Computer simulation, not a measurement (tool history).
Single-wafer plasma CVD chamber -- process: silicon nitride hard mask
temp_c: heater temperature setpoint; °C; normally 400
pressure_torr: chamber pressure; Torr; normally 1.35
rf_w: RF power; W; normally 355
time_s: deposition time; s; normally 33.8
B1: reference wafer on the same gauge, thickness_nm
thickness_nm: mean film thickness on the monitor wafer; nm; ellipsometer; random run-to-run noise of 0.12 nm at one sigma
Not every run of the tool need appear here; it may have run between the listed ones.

Run 1, hour 0.0: usual settings; B1 37.501. Result: thickness_nm 41.437 nm.
Run 2, hour 35.4: usual settings; B1 37.488. Result: thickness_nm 41.577 nm.
Run 3, hour 51.7: usual settings; B1 37.508. Result: thickness_nm 41.868 nm.
Run 4, hour 68.9: usual settings; B1 37.499. Result: thickness_nm 41.568 nm.
Run 5, hour 96.8: usual settings; B1 37.507. Result: thickness_nm 41.808 nm.
Run 6, hour 118.9: usual settings; B1 37.499. Result: thickness_nm 41.617 nm.
Run 7, hour 147.2: usual settings; B1 37.510. Result: thickness_nm 41.517 nm.
Run 8, hour 162.6: usual settings; B1 37.521. Result: thickness_nm 41.555 nm.
At hour 176.6: RF generator calibrated.
Run 9, hour 196.1: usual settings; B1 37.491. Result: thickness_nm 41.100 nm.
Run 10, hour 224.6: usual settings but rf_w 395 W; B1 37.493. Result: thickness_nm 42.557 nm.
At hour 270.9: capacitance manometer re-zeroed and calibrated.
Run 11, hour 288.5: usual settings but rf_w 395 W; B1 37.488. Result: thickness_nm 42.645 nm.
Run 12, hour 309.8: usual settings but temp_c 410 °C, pressure_torr 1.15 Torr, time_s 30.8 s; B1 37.491. Result: thickness_nm 35.232 nm.
Run 13, hour 331.7: usual settings but time_s 30.8 s; B1 37.508. Result: thickness_nm 37.433 nm.
Run 14, hour 355.3: usual settings but pressure_torr 1.62 Torr, rf_w 300 W, time_s 28.5 s; B1 37.491. Result: thickness_nm 34.922 nm.
At hour 387.3: RF generator calibrated, repeated, since the last time left the tool worse.
Run 15, hour 387.8: usual settings but time_s 38.6 s; B1 37.500. Result: thickness_nm 48.421 nm.
Run 16, hour 416.6: usual settings but rf_w 310 W; B1 37.488. Result: thickness_nm 40.720 nm.
At hour 438.2: showerhead replaced.
Run 17, hour 451.8: usual settings but rf_w 405 W; B1 37.504. Result: thickness_nm 44.242 nm.
At hour 455.5: gauge calibrated.
Run 18, hour 466.9: usual settings but temp_c 395 °C; B1 37.508. Result: thickness_nm 42.489 nm.
At hour 561.2: thermocouple changed; heater temperature recalibrated.
Run 19, hour 567.2: usual settings but temp_c 388 °C; B1 37.502. Result: thickness_nm 42.480 nm.
Run 20, hour 586.7: usual settings but pressure_torr 1.61 Torr, time_s 38.0 s; B1 37.521. Result: thickness_nm 50.518 nm.
Run 21, hour 615.6: usual settings; B1 37.505. Result: thickness_nm 42.496 nm.
Run 22, hour 647.8: usual settings; B1 37.512. Result: thickness_nm 42.515 nm.
Run 23, hour 679.6: usual settings but pressure_torr 1.21 Torr, time_s 37.2 s; B1 37.499. Result: thickness_nm 44.660 nm.
Run 24, hour 711.7: usual settings but rf_w 305 W, time_s 40.6 s; B1 37.528. Result: thickness_nm 48.690 nm.
Run 25, hour 733.6: usual settings but temp_c 405 °C, pressure_torr 1.03 Torr, rf_w 410 W, time_s 30.1 s; B1 37.498. Result: thickness_nm 35.625 nm.
Run 26, hour 748.6: usual settings but time_s 37.8 s; B1 37.502. Result: thickness_nm 47.514 nm.
Run 27, hour 773.6: usual settings; B1 37.494. Result: thickness_nm 42.411 nm.
Run 28, hour 794.0: usual settings but pressure_torr 1.56 Torr, rf_w 390 W; B1 37.502. Result: thickness_nm 46.047 nm.
Run 29, hour 825.4: usual settings but time_s 29.8 s; B1 37.507. Result: thickness_nm 37.381 nm.

3 ways to go on from here, each from the tool as it stands after run 29. What would each give?
Run A, hour 825.8: usual settings; B1 ?. Result: thickness_nm ?.
Run B, hour 825.8: usual settings but temp_c 404 °C; B1 ?. Result: thickness_nm ?.
Run C, hour 825.8: usual settings but pressure_torr 1.13 Torr, rf_w 295 W, time_s 40.3 s; B1 ?. Result: thickness_nm ?.

run      B1  thickness_nm
  A  37.509        42.398
  B  37.509        42.313
  C  37.509        44.648
Without the tool's unlogged condition, the same runs would have read:
run  thickness_nm
  A        42.523
  B        42.439
  C        44.786
